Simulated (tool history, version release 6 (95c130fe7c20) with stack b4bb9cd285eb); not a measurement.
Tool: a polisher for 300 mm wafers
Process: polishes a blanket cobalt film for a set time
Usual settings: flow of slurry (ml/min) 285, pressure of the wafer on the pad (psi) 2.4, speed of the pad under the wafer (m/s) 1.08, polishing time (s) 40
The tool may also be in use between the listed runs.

run,day,flow of slurry (ml/min),pressure of the wafer on the pad (psi),speed of the pad under the wafer (m/s),polishing time (s),wafers since the last listed run,wafers polished on this pad,hours since the slurry nozzle was cleaned,hours since the head pressure was calibrated,"incoming thickness of the incoming film, nm",film removed (nm)
1,0.000,285,2.4,0.82,29,0,2496,17.0,512.0,739.4,152.6
# day 2.421: worn pad replaced by a new one
2,2.996,285,2.4,0.82,29,546,110,88.9,583.9,734.7,166.7
3,5.942,285,2.4,1.08,40,569,680,159.6,654.6,750.8,295.4
4,8.712,285,2.4,1.08,40,535,1215,226.1,721.1,736.7,286.4
5,11.417,285,2.4,1.08,40,522,1738,291.0,786.0,741.0,283.6
# day 14.575: head pressure recalibrated
# day 15.554: worn pad replaced by a new one
6,15.575,355,2.4,1.08,40,755,4,390.8,24.0,756.5,303.7
7,17.421,355,2.4,1.08,40,356,360,435.1,68.3,725.2,302.1
8,19.096,285,3.0,1.08,40,323,684,475.3,108.5,741.9,364.2
9,21.771,285,3.0,1.08,40,517,1201,539.5,172.7,747.8,356.9
10,23.462,285,2.4,1.08,40,326,1528,580.1,213.3,732.1,280.3
11,24.592,285,2.4,1.08,40,218,1746,607.2,240.4,734.2,277.9
12,27.488,285,2.4,1.08,40,559,2306,676.7,309.9,737.9,273.4
13,28.779,285,2.4,1.08,40,249,2556,707.7,340.9,729.8,269.4
14,30.988,285,2.4,0.90,40,426,2983,760.7,393.9,747.4,218.5
# day 31.854: worn pad replaced by a new one
15,33.171,285,2.4,1.08,35,389,254,813.1,446.3,743.6,263.0
16,34.333,285,2.4,0.88,40,224,479,841.0,474.2,725.0,238.9
17,35.883,285,2.4,1.08,40,299,778,878.2,511.4,754.3,290.5
18,36.929,285,2.4,1.08,40,202,980,903.3,536.5,727.8,285.1
# day 38.833: slurry nozzle cleaned
19,39.300,320,2.0,1.34,50,450,1430,11.2,593.4,736.1,364.1
20,41.688,285,2.4,1.26,40,461,1892,68.5,650.7,740.4,322.2
21,43.179,285,2.8,1.08,27,288,2180,104.3,686.5,738.1,216.9
22,45.400,285,1.8,0.80,33,429,2610,157.6,739.8,733.1,123.5
# day 45.742: head pressure recalibrated
# day 48.079: worn pad replaced by a new one
23,48.321,285,2.9,1.36,36,516,46,227.7,61.9,738.8,408.7
24,50.175,190,2.4,0.98,40,358,404,272.2,106.4,727.8,252.0
25,54.417,285,2.8,1.26,45,819,1224,374.0,208.2,727.6,436.7
26,60.192,355,2.4,1.08,40,1116,2340,512.6,346.8,739.3,274.4
27,61.717,215,1.7,1.28,51,294,2635,549.2,383.4,739.4,276.1
# day 63.150: worn pad replaced by a new one
28,65.583,285,2.4,1.08,32,715,469,642.0,476.2,733.3,236.6
29,68.229,210,1.6,1.08,32,511,981,705.5,539.7,743.6,151.7
30,70.775,365,2.0,1.08,36,492,1473,766.6,600.8,749.1,217.1
31,72.258,285,2.8,0.90,30,286,1760,802.2,636.4,742.1,203.0

The tool's hidden state at each run:
slurry flow missing at the pad, %: 0 in every run
deviation of the head's pressure from its setpoint, %: 0 in every run
H1: removal rate lost through wear of the pad, %
run,H1
1,10.5
2,0.528
3,2.88
4,5.09
5,7.25
6,0.578
7,2.05
8,3.39
9,5.52
10,6.87
11,7.77
12,10.1
13,11.1
14,12.9
15,1.52
16,2.45
17,3.69
18,4.52
19,6.41
20,8.32
21,9.51
22,11.3
23,1.61
24,3.09
25,6.47
26,11.1
27,12.3
28,2.17
29,4.28
30,6.31
31,7.49

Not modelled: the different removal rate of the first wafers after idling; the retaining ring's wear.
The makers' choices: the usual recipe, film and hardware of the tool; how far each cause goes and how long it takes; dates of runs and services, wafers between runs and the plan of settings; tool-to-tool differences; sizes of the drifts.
